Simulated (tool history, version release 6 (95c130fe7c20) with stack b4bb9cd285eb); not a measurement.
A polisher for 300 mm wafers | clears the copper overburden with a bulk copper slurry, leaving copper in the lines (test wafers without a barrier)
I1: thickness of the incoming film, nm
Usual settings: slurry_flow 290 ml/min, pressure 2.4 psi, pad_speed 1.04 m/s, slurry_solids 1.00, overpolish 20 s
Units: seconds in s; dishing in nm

Run 1, day 0.000: usual settings but pad_speed 1.24 m/s; I1 724.9. Result: seconds 84.2 s, dishing 96.7 nm.
Run 2, day 0.688: usual settings but pressure 2.1 psi; I1 730.1. Result: seconds 110.5 s, dishing 79.5 nm.
At day 1.562: worn pad replaced by a new one.
Run 3, day 1.583: usual settings but pressure 2.1 psi; I1 725.0. Result: seconds 109.3 s, dishing 77.2 nm.
Run 4, day 2.092: usual settings; I1 720.9. Result: seconds 99.2 s, dishing 84.3 nm.
Run 5, day 3.083: usual settings; I1 717.7. Result: seconds 98.1 s, dishing 85.2 nm.
Run 6, day 4.533: usual settings but overpolish 29 s; I1 711.6. Result: seconds 95.5 s, dishing 106.9 nm.
Run 7, day 5.658: usual settings; I1 708.7. Result: seconds 95.4 s, dishing 87.2 nm.
Run 8, day 8.450: usual settings; I1 717.4. Result: seconds 99.6 s, dishing 84.8 nm.
At day 9.854: worn pad replaced by a new one.
At day 9.858: slurry blender recalibrated.
At day 11.529: head pressure recalibrated.
Run 9, day 12.725: usual settings; I1 717.1. Result: seconds 102.8 s, dishing 81.0 nm.
Run 10, day 14.154: usual settings; I1 725.5. Result: seconds 106.7 s, dishing 80.7 nm.
Run 11, day 15.538: usual settings; I1 713.9. Result: seconds 107.7 s, dishing 80.0 nm.
Run 12, day 16.200: usual settings but slurry_flow 265 ml/min, slurry_solids 0.85; I1 730.4. Result: seconds 112.4 s, dishing 78.0 nm.
At day 16.929: slurry nozzle cleaned.
Run 13, day 18.262: usual settings but slurry_flow 350 ml/min, overpolish 30 s; I1 715.4. Result: seconds 107.2 s, dishing 103.7 nm.
At day 18.838: worn pad replaced by a new one.
Run 14, day 19.358: usual settings but pressure 1.6 psi, slurry_solids 0.80; I1 724.0. Result: seconds 159.3 s, dishing 56.6 nm.
At day 19.642: slurry blender recalibrated, repeated, since the last time left the tool worse.
Run 15, day 20.404: usual settings but slurry_flow 210 ml/min, pad_speed 1.26 m/s, overpolish 16 s; I1 717.0. Result: seconds 81.0 s, dishing 83.3 nm.
Run 16, day 21.146: usual settings but pressure 2.1 psi; I1 716.3. Result: seconds 102.0 s, dishing 78.1 nm.
Run 17, day 22.288: usual settings but pressure 2.1 psi; I1 716.7. Result: seconds 107.6 s, dishing 79.6 nm.
Run 18, day 23.388: usual settings but slurry_flow 240 ml/min, pressure 3.1 psi; I1 720.4. Result: seconds 80.2 s, dishing 103.8 nm.
Run 19, day 24.083: usual settings but pressure 2.9 psi, slurry_solids 0.70, overpolish 24 s; I1 717.2. Result: seconds 85.4 s, dishing 106.7 nm.
Run 20, day 24.675: usual settings but pressure 2.8 psi; I1 716.7. Result: seconds 82.7 s, dishing 95.0 nm.
Run 21, day 25.854: usual settings but pressure 2.1 psi; I1 722.4. Result: seconds 107.2 s, dishing 79.9 nm.
Run 22, day 26.612: usual settings but overpolish 12 s; I1 723.2. Result: seconds 95.9 s, dishing 59.5 nm.
At day 26.821: worn pad replaced by a new one.
At day 27.242: head pressure recalibrated.
Run 23, day 30.138: usual settings but slurry_flow 340 ml/min, overpolish 29 s; I1 724.9. Result: seconds 99.6 s, dishing 106.8 nm.
Run 24, day 31.442: usual settings but pressure 2.0 psi, overpolish 15 s; I1 734.1. Result: seconds 117.5 s, dishing 60.7 nm.
Run 25, day 32.921: usual settings but slurry_flow 320 ml/min, pressure 2.9 psi, slurry_solids 0.70, overpolish 31 s; I1 726.1. Result: seconds 92.7 s, dishing 120.7 nm.
Run 26, day 33.583: usual settings but slurry_flow 200 ml/min, pressure 1.9 psi; I1 714.6. Result: seconds 124.1 s, dishing 69.6 nm.
Run 27, day 34.096: usual settings; I1 720.0. Result: seconds 98.3 s, dishing 85.1 nm.
At day 34.317: worn pad replaced by a new one.
At day 34.854: slurry blender recalibrated.
Run 28, day 35.129: usual settings; I1 713.1. Result: seconds 93.2 s, dishing 87.3 nm.

Forecast each of these 4 alternatives for the next run:
Run A, day 35.150: usual settings; I1 727.1. Result: seconds ?, dishing ?.
Run B, day 35.150: usual settings but slurry_flow 225 ml/min; I1 727.1. Result: seconds ?, dishing ?.
Run C, day 35.150: usual settings but pad_speed 0.92 m/s; I1 727.1. Result: seconds ?, dishing ?.
Run D, day 35.150: usual settings but slurry_solids 0.90; I1 727.1. Result: seconds ?, dishing ?.

run  seconds  dishing
  A     96.5     86.1
  B     97.9     85.2
  C    108.1     79.6
  D     98.7     84.8
Without the tool's hidden state the same runs would have given:
run  seconds  dishing
  A     95.9     86.4
  B     97.3     85.6
  C    107.5     79.9
  D     98.2     85.1
